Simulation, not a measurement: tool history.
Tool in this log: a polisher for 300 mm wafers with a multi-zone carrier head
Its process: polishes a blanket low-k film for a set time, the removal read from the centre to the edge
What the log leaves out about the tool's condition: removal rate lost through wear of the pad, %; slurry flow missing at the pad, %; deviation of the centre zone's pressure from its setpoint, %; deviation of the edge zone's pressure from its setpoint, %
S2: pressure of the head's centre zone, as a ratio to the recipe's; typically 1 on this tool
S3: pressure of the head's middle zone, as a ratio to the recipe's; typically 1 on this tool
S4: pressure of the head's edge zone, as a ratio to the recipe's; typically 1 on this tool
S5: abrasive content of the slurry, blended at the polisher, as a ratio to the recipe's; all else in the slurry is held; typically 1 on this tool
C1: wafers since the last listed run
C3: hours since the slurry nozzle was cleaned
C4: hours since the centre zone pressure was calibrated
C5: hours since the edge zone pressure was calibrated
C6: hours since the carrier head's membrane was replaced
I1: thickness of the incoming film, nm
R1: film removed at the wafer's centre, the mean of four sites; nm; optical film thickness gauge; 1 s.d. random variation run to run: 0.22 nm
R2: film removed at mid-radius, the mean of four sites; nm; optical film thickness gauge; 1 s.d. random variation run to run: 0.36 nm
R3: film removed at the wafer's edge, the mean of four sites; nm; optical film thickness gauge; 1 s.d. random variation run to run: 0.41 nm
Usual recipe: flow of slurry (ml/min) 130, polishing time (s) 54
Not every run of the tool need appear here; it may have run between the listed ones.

{"run": 1, "day": 0.0, "flow of slurry (ml/min)": 130, "S2": 1, "S3": 1, "S4": 1, "S5": 1, "polishing time (s)": 54, "C1": 0, "wafers polished on this pad": 2582, "C3": 98.9, "C4": 214.5, "C5": 269.5, "C6": 230.9, "I1": 788.9, "R1": 27.6, "R2": 27.6, "R3": 27.3}
{"day": 2.458, "done": "worn pad replaced by a new one"}
{"run": 2, "day": 2.888, "flow of slurry (ml/min)": 130, "S2": 1, "S3": 1, "S4": 1, "S5": 1, "polishing time (s)": 54, "C1": 732, "wafers polished on this pad": 115, "C3": 168.2, "C4": 283.8, "C5": 338.8, "C6": 300.2, "I1": 772.6, "R1": 29, "R2": 28.5, "R3": 30.3}
{"run": 3, "day": 4.412, "flow of slurry (ml/min)": 130, "S2": 1, "S3": 1, "S4": 1, "S5": 1, "polishing time (s)": 54, "C1": 410, "wafers polished on this pad": 526, "C3": 204.8, "C4": 320.4, "C5": 375.4, "C6": 336.8, "I1": 781.7, "R1": 28.8, "R2": 28.8, "R3": 28.9}
{"run": 4, "day": 5.442, "flow of slurry (ml/min)": 130, "S2": 1, "S3": 1, "S4": 1, "S5": 1, "polishing time (s)": 54, "C1": 277, "wafers polished on this pad": 804, "C3": 229.5, "C4": 345.1, "C5": 400.1, "C6": 361.5, "I1": 781.1, "R1": 28.8, "R2": 28.5, "R3": 28.3}
{"run": 5, "day": 8.017, "flow of slurry (ml/min)": 130, "S2": 1, "S3": 1, "S4": 1, "S5": 1, "polishing time (s)": 54, "C1": 693, "wafers polished on this pad": 1497, "C3": 291.3, "C4": 406.9, "C5": 461.9, "C6": 423.3, "I1": 774.1, "R1": 28.4, "R2": 28.3, "R3": 29.3}
{"day": 9.129, "done": "carrier head's membrane replaced by a new one"}
{"run": 6, "day": 10.046, "flow of slurry (ml/min)": 150, "S2": 1.07, "S3": 0.89, "S4": 1, "S5": 1, "polishing time (s)": 54, "C1": 490, "wafers polished on this pad": 1988, "C3": 340, "C4": 455.6, "C5": 510.6, "C6": 22, "I1": 794.9, "R1": 30.7, "R2": 25.4, "R3": 29.6}
{"run": 7, "day": 11.679, "flow of slurry (ml/min)": 130, "S2": 1, "S3": 0.88, "S4": 1, "S5": 1.2, "polishing time (s)": 71, "C1": 440, "wafers polished on this pad": 2428, "C3": 379.2, "C4": 494.8, "C5": 549.8, "C6": 61.2, "I1": 783.5, "R1": 39.6, "R2": 35.3, "R3": 39.4}
{"day": 12.471, "done": "centre zone pressure recalibrated"}
{"day": 14.292, "done": "worn pad replaced by a new one"}
{"run": 8, "day": 14.312, "flow of slurry (ml/min)": 130, "S2": 1, "S3": 1, "S4": 1, "S5": 1, "polishing time (s)": 64, "C1": 642, "wafers polished on this pad": 5, "C3": 442.4, "C4": 44.2, "C5": 613, "C6": 124.4, "I1": 773.9, "R1": 33.8, "R2": 33.9, "R3": 34}
{"day": 15.504, "done": "slurry nozzle cleaned"}
{"run": 9, "day": 16.4, "flow of slurry (ml/min)": 130, "S2": 1, "S3": 1.03, "S4": 1, "S5": 1, "polishing time (s)": 54, "C1": 551, "wafers polished on this pad": 557, "C3": 21.5, "C4": 94.3, "C5": 663.1, "C6": 174.5, "I1": 793.2, "R1": 28.6, "R2": 29, "R3": 29.6}
{"run": 10, "day": 18.167, "flow of slurry (ml/min)": 130, "S2": 1, "S3": 1, "S4": 1, "S5": 1, "polishing time (s)": 54, "C1": 475, "wafers polished on this pad": 1033, "C3": 63.9, "C4": 136.7, "C5": 705.5, "C6": 216.9, "I1": 778.7, "R1": 28.7, "R2": 28.4, "R3": 28.1}
{"run": 11, "day": 21.025, "flow of slurry (ml/min)": 145, "S2": 1, "S3": 1, "S4": 1, "S5": 1, "polishing time (s)": 54, "C1": 770, "wafers polished on this pad": 1803, "C3": 132.5, "C4": 205.3, "C5": 774.1, "C6": 285.5, "I1": 786.8, "R1": 28.8, "R2": 28.4, "R3": 29.2}
{"run": 12, "day": 24.0, "flow of slurry (ml/min)": 130, "S2": 1.11, "S3": 0.93, "S4": 1, "S5": 1, "polishing time (s)": 54, "C1": 801, "wafers polished on this pad": 2604, "C3": 203.9, "C4": 276.7, "C5": 845.5, "C6": 356.9, "I1": 772.9, "R1": 30.9, "R2": 26.3, "R3": 28.7}
{"day": 25.633, "done": "worn pad replaced by a new one"}
{"day": 25.85, "done": "edge zone pressure recalibrated"}
{"run": 13, "day": 26.838, "flow of slurry (ml/min)": 130, "S2": 1, "S3": 1, "S4": 1, "S5": 1, "polishing time (s)": 54, "C1": 697, "wafers polished on this pad": 301, "C3": 272, "C4": 344.8, "C5": 23.7, "C6": 425, "I1": 782.9, "R1": 28.7, "R2": 27.7, "R3": 28.5}
{"run": 14, "day": 28.525, "flow of slurry (ml/min)": 130, "S2": 1, "S3": 1, "S4": 1, "S5": 1, "polishing time (s)": 54, "C1": 454, "wafers polished on this pad": 756, "C3": 312.5, "C4": 385.3, "C5": 64.2, "C6": 465.5, "I1": 774.7, "R1": 28.6, "R2": 28.2, "R3": 28.9}
{"run": 15, "day": 29.817, "flow of slurry (ml/min)": 130, "S2": 1, "S3": 1, "S4": 1, "S5": 1.1, "polishing time (s)": 54, "C1": 347, "wafers polished on this pad": 1104, "C3": 343.5, "C4": 416.3, "C5": 95.2, "C6": 496.5, "I1": 786, "R1": 29.6, "R2": 29.1, "R3": 29.4}
{"run": 16, "day": 32.4, "flow of slurry (ml/min)": 150, "S2": 1, "S3": 1, "S4": 1.06, "S5": 1, "polishing time (s)": 67, "C1": 695, "wafers polished on this pad": 1800, "C3": 405.5, "C4": 478.3, "C5": 157.2, "C6": 558.5, "I1": 788, "R1": 35.7, "R2": 36.3, "R3": 36.3}
{"day": 32.742, "done": "carrier head's membrane replaced by a new one"}
{"run": 17, "day": 33.588, "flow of slurry (ml/min)": 90, "S2": 1, "S3": 1, "S4": 1, "S5": 1, "polishing time (s)": 54, "C1": 263, "wafers polished on this pad": 2064, "C3": 434, "C4": 506.8, "C5": 185.7, "C6": 20.3, "I1": 780, "R1": 25.9, "R2": 26.3, "R3": 27.2}
{"run": 18, "day": 34.592, "flow of slurry (ml/min)": 100, "S2": 0.9, "S3": 1, "S4": 1, "S5": 1, "polishing time (s)": 54, "C1": 270, "wafers polished on this pad": 2334, "C3": 458.1, "C4": 530.9, "C5": 209.8, "C6": 44.4, "I1": 787.9, "R1": 23.6, "R2": 26.7, "R3": 27.1}
{"day": 35.454, "done": "centre zone pressure recalibrated"}
{"run": 19, "day": 35.962, "flow of slurry (ml/min)": 130, "S2": 1, "S3": 1, "S4": 1, "S5": 1, "polishing time (s)": 54, "C1": 346, "wafers polished on this pad": 2681, "C3": 491, "C4": 12.2, "C5": 242.7, "C6": 77.3, "I1": 786.8, "R1": 27.3, "R2": 26.7, "R3": 28}
{"day": 36.183, "done": "slurry nozzle cleaned"}
{"day": 36.429, "done": "worn pad replaced by a new one"}
{"run": 20, "day": 38.254, "flow of slurry (ml/min)": 130, "S2": 1, "S3": 1, "S4": 1, "S5": 0.75, "polishing time (s)": 47, "C1": 561, "wafers polished on this pad": 492, "C3": 49.7, "C4": 67.2, "C5": 297.7, "C6": 132.3, "I1": 792.5, "R1": 22.4, "R2": 22, "R3": 22.5}

Measured less the same run without the tool's hidden state. The same run-to-run variation is in both; the gauge's scatter may not be:
run=1 R1=-1.2 R2=-1.2 R3=-1.3
run=2 R1=-0.1 R2=-0.1 R3=+0
run=3 R1=-0.1 R2=-0.1 R3=-0.1
run=4 R1=-0.2 R2=-0.1 R3=-0.1
run=5 R1=-0.4 R2=-0.4 R3=-0.4
run=6 R1=-0.7 R2=-0.6 R3=-0.7
run=7 R1=-1.3 R2=-1.2 R3=-1.3
run=8 R1=-0.1 R2=-0.1 R3=-0.1
run=9 R1=-0.2 R2=-0.2 R3=-0.1
run=10 R1=-0.2 R2=-0.2 R3=-0.2
run=11 R1=-0.5 R2=-0.6 R3=-0.5
run=12 R1=-1.2 R2=-1 R3=-1.1
run=13 R1=-0.2 R2=-0.2 R3=-0.3
run=14 R1=-0.3 R2=-0.2 R3=-0.3
run=15 R1=-0.4 R2=-0.4 R3=-0.5
run=16 R1=-0.9 R2=-0.9 R3=-0.9
run=17 R1=-0.8 R2=-0.8 R3=-0.9
run=18 R1=-0.9 R2=-1 R3=-1
run=19 R1=-1.3 R2=-1.3 R3=-1.4
run=20 R1=-0.1 R2=-0.2 R3=-0.1
